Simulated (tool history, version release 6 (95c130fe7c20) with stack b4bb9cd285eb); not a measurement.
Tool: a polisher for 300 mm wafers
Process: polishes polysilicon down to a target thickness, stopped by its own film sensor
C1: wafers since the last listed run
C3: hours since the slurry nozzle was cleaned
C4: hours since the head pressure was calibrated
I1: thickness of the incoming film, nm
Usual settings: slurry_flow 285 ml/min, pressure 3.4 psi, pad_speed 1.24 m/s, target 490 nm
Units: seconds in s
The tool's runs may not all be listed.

{"run": 1, "hour": 0.0, "slurry_flow": 285, "pressure": 3.4, "pad_speed": 1.24, "target": 490, "C1": 0, "wafers polished on this pad": 1565, "C3": 214.3, "C4": 569.8, "I1": 1196.2, "seconds": 61.6}
{"run": 2, "hour": 38.0, "slurry_flow": 285, "pressure": 3.4, "pad_speed": 1.24, "target": 490, "C1": 334, "wafers polished on this pad": 1900, "C3": 252.3, "C4": 607.8, "I1": 1213.0, "seconds": 63.1}
{"hour": 85.8, "done": "slurry nozzle cleaned"}
{"run": 3, "hour": 96.5, "slurry_flow": 285, "pressure": 3.4, "pad_speed": 1.24, "target": 490, "C1": 506, "wafers polished on this pad": 2407, "C3": 10.7, "C4": 666.3, "I1": 1187.6, "seconds": 62.7}
{"hour": 146.4, "done": "worn pad replaced by a new one"}
{"run": 4, "hour": 146.9, "slurry_flow": 285, "pressure": 3.4, "pad_speed": 1.24, "target": 490, "C1": 408, "wafers polished on this pad": 4, "C3": 61.1, "C4": 716.7, "I1": 1194.1, "seconds": 57.8}
{"run": 5, "hour": 178.3, "slurry_flow": 285, "pressure": 3.4, "pad_speed": 1.24, "target": 490, "C1": 276, "wafers polished on this pad": 281, "C3": 92.5, "C4": 748.1, "I1": 1205.6, "seconds": 58.4}
{"run": 6, "hour": 207.7, "slurry_flow": 285, "pressure": 3.4, "pad_speed": 1.24, "target": 490, "C1": 259, "wafers polished on this pad": 540, "C3": 121.9, "C4": 777.5, "I1": 1206.1, "seconds": 60.7}
{"run": 7, "hour": 239.4, "slurry_flow": 285, "pressure": 3.4, "pad_speed": 1.24, "target": 490, "C1": 279, "wafers polished on this pad": 820, "C3": 153.6, "C4": 809.2, "I1": 1201.6, "seconds": 60.5}
{"run": 8, "hour": 273.7, "slurry_flow": 285, "pressure": 3.4, "pad_speed": 1.24, "target": 490, "C1": 302, "wafers polished on this pad": 1122, "C3": 187.9, "C4": 843.5, "I1": 1197.9, "seconds": 61.2}
{"run": 9, "hour": 312.1, "slurry_flow": 285, "pressure": 3.4, "pad_speed": 1.24, "target": 490, "C1": 338, "wafers polished on this pad": 1460, "C3": 226.3, "C4": 881.9, "I1": 1222.8, "seconds": 62.5}
{"hour": 364.2, "done": "head pressure recalibrated"}
{"run": 10, "hour": 365.4, "slurry_flow": 285, "pressure": 3.4, "pad_speed": 0.9, "target": 490, "C1": 452, "wafers polished on this pad": 1913, "C3": 279.6, "C4": 1.2, "I1": 1174.8, "seconds": 83.6}
{"hour": 397.2, "done": "slurry nozzle cleaned"}
{"hour": 436.0, "done": "worn pad replaced by a new one"}
{"run": 11, "hour": 442.7, "slurry_flow": 285, "pressure": 3.4, "pad_speed": 0.9, "target": 490, "C1": 637, "wafers polished on this pad": 59, "C3": 45.5, "C4": 78.5, "I1": 1197.1, "seconds": 81.6}
{"run": 12, "hour": 474.8, "slurry_flow": 285, "pressure": 3.4, "pad_speed": 0.9, "target": 490, "C1": 282, "wafers polished on this pad": 342, "C3": 77.6, "C4": 110.6, "I1": 1194.8, "seconds": 81.5}
{"run": 13, "hour": 523.5, "slurry_flow": 285, "pressure": 2.5, "pad_speed": 1.24, "target": 490, "C1": 429, "wafers polished on this pad": 771, "C3": 126.3, "C4": 159.3, "I1": 1214.6, "seconds": 83.3}
{"run": 14, "hour": 555.2, "slurry_flow": 285, "pressure": 2.5, "pad_speed": 1.24, "target": 490, "C1": 279, "wafers polished on this pad": 1050, "C3": 158.0, "C4": 191.0, "I1": 1206.3, "seconds": 86.1}
{"run": 15, "hour": 591.8, "slurry_flow": 285, "pressure": 2.5, "pad_speed": 1.24, "target": 490, "C1": 322, "wafers polished on this pad": 1373, "C3": 194.6, "C4": 227.6, "I1": 1217.1, "seconds": 88.7}
{"run": 16, "hour": 650.5, "slurry_flow": 285, "pressure": 3.4, "pad_speed": 1.24, "target": 490, "C1": 517, "wafers polished on this pad": 1890, "C3": 253.3, "C4": 286.3, "I1": 1189.6, "seconds": 62.6}
{"run": 17, "hour": 675.0, "slurry_flow": 285, "pressure": 3.4, "pad_speed": 1.24, "target": 490, "C1": 215, "wafers polished on this pad": 2106, "C3": 277.8, "C4": 310.8, "I1": 1212.0, "seconds": 64.6}
{"hour": 676.5, "done": "slurry nozzle cleaned"}
{"hour": 708.8, "done": "worn pad replaced by a new one"}
{"run": 18, "hour": 733.1, "slurry_flow": 370, "pressure": 3.4, "pad_speed": 1.24, "target": 490, "C1": 468, "wafers polished on this pad": 213, "C3": 56.6, "C4": 368.9, "I1": 1191.5, "seconds": 56.6}
{"run": 19, "hour": 792.2, "slurry_flow": 385, "pressure": 3.7, "pad_speed": 0.9, "target": 732, "C1": 520, "wafers polished on this pad": 734, "C3": 115.7, "C4": 428.0, "I1": 1216.5, "seconds": 50.8}
{"run": 20, "hour": 826.4, "slurry_flow": 285, "pressure": 3.4, "pad_speed": 1.24, "target": 571, "C1": 301, "wafers polished on this pad": 1036, "C3": 149.9, "C4": 462.2, "I1": 1198.7, "seconds": 54.2}
{"run": 21, "hour": 857.4, "slurry_flow": 285, "pressure": 4.6, "pad_speed": 1.24, "target": 413, "C1": 273, "wafers polished on this pad": 1309, "C3": 180.9, "C4": 493.2, "I1": 1208.6, "seconds": 52.2}
{"run": 22, "hour": 885.5, "slurry_flow": 285, "pressure": 4.5, "pad_speed": 1.12, "target": 563, "C1": 247, "wafers polished on this pad": 1557, "C3": 209.0, "C4": 521.3, "I1": 1189.9, "seconds": 45.8}
{"run": 23, "hour": 912.0, "slurry_flow": 285, "pressure": 3.9, "pad_speed": 1.24, "target": 251, "C1": 233, "wafers polished on this pad": 1790, "C3": 235.5, "C4": 547.8, "I1": 1222.0, "seconds": 74.9}
{"run": 24, "hour": 958.1, "slurry_flow": 285, "pressure": 3.4, "pad_speed": 1.66, "target": 490, "C1": 406, "wafers polished on this pad": 2197, "C3": 281.6, "C4": 593.9, "I1": 1205.3, "seconds": 48.2}
{"hour": 971.5, "done": "slurry nozzle cleaned"}
{"hour": 997.6, "done": "worn pad replaced by a new one"}
{"run": 25, "hour": 1021.3, "slurry_flow": 285, "pressure": 3.4, "pad_speed": 1.58, "target": 412, "C1": 512, "wafers polished on this pad": 208, "C3": 49.8, "C4": 657.1, "I1": 1182.0, "seconds": 49.6}
{"run": 26, "hour": 1074.8, "slurry_flow": 380, "pressure": 3.9, "pad_speed": 1.1, "target": 377, "C1": 471, "wafers polished on this pad": 680, "C3": 103.3, "C4": 710.6, "I1": 1211.7, "seconds": 68.1}
{"run": 27, "hour": 1099.7, "slurry_flow": 230, "pressure": 3.4, "pad_speed": 1.64, "target": 566, "C1": 219, "wafers polished on this pad": 899, "C3": 128.2, "C4": 735.5, "I1": 1208.9, "seconds": 42.0}
{"hour": 1131.1, "done": "head pressure recalibrated"}
{"run": 28, "hour": 1149.1, "slurry_flow": 240, "pressure": 3.0, "pad_speed": 1.52, "target": 287, "C1": 417, "wafers polished on this pad": 1317, "C3": 177.6, "C4": 18.0, "I1": 1202.9, "seconds": 74.4}
{"run": 29, "hour": 1195.0, "slurry_flow": 285, "pressure": 2.6, "pad_speed": 0.92, "target": 696, "C1": 404, "wafers polished on this pad": 1722, "C3": 223.5, "C4": 63.9, "I1": 1193.7, "seconds": 78.2}
{"run": 30, "hour": 1224.3, "slurry_flow": 285, "pressure": 3.4, "pad_speed": 1.24, "target": 490, "C1": 258, "wafers polished on this pad": 1980, "C3": 252.8, "C4": 93.2, "I1": 1198.7, "seconds": 63.5}
{"hour": 1228.8, "done": "slurry nozzle cleaned"}
{"run": 31, "hour": 1290.0, "slurry_flow": 285, "pressure": 3.4, "pad_speed": 1.24, "target": 490, "C1": 570, "wafers polished on this pad": 2550, "C3": 61.2, "C4": 158.9, "I1": 1195.8, "seconds": 64.2}
{"hour": 1299.8, "done": "worn pad replaced by a new one"}
{"run": 32, "hour": 1352.6, "slurry_flow": 355, "pressure": 3.4, "pad_speed": 1.46, "target": 490, "C1": 516, "wafers polished on this pad": 465, "C3": 123.8, "C4": 221.5, "I1": 1179.7, "seconds": 47.8}
{"run": 33, "hour": 1423.2, "slurry_flow": 245, "pressure": 2.4, "pad_speed": 1.24, "target": 322, "C1": 622, "wafers polished on this pad": 1087, "C3": 194.4, "C4": 292.1, "I1": 1221.5, "seconds": 110.5}
{"run": 34, "hour": 1480.1, "slurry_flow": 285, "pressure": 3.4, "pad_speed": 1.24, "target": 490, "C1": 501, "wafers polished on this pad": 1589, "C3": 251.3, "C4": 349.0, "I1": 1187.1, "seconds": 61.4}

Hidden state at the last listed run before each entry between runs and at the first one after, where it differs:
Between runs 2 and 3: slurry nozzle cleaned (hour 85.8)
  removal rate lost through wear of the pad, %: 8.52 -> 10.8
  measured less the result without the state, seconds: +5.3 -> +6.8 s
Between runs 3 and 4: worn pad replaced by a new one (hour 146.4)
  removal rate lost through wear of the pad, %: 10.8 -> 0.408
  measured less the result without the state, seconds: +6.8 -> +0.3 s
Between runs 9 and 10: head pressure recalibrated (hour 364.2)
  removal rate lost through wear of the pad, %: 6.79 -> 8.85
  measured less the result without the state, seconds: +4.2 -> +7.4 s
Between runs 10 and 11: slurry nozzle cleaned (hour 397.2); worn pad replaced by a new one (hour 436.0)
  removal rate lost through wear of the pad, %: 8.85 -> 1.79
  measured less the result without the state, seconds: +7.4 -> +1.4 s
Between runs 17 and 18: slurry nozzle cleaned (hour 676.5); worn pad replaced by a new one (hour 708.8)
  removal rate lost through wear of the pad, %: 10.8 -> 2.1
  measured less the result without the state, seconds: +6.9 -> +1.2 s
Between runs 24 and 25: slurry nozzle cleaned (hour 971.5); worn pad replaced by a new one (hour 997.6)
  removal rate lost through wear of the pad, %: 10.8 -> 1.39
  measured less the result without the state, seconds: +5.2 -> +0.7 s
Between runs 27 and 28: head pressure recalibrated (hour 1131.1)
  removal rate lost through wear of the pad, %: 4.42 -> 6.33
  measured less the result without the state, seconds: +1.8 -> +4.7 s
Between runs 30 and 31: slurry nozzle cleaned (hour 1228.8)
  removal rate lost through wear of the pad, %: 9.24 -> 11.8
  measured less the result without the state, seconds: +5.8 -> +7.6 s
Between runs 31 and 32: worn pad replaced by a new one (hour 1299.8)
  removal rate lost through wear of the pad, %: 11.8 -> 2.69
  measured less the result without the state, seconds: +7.6 -> +1.3 s

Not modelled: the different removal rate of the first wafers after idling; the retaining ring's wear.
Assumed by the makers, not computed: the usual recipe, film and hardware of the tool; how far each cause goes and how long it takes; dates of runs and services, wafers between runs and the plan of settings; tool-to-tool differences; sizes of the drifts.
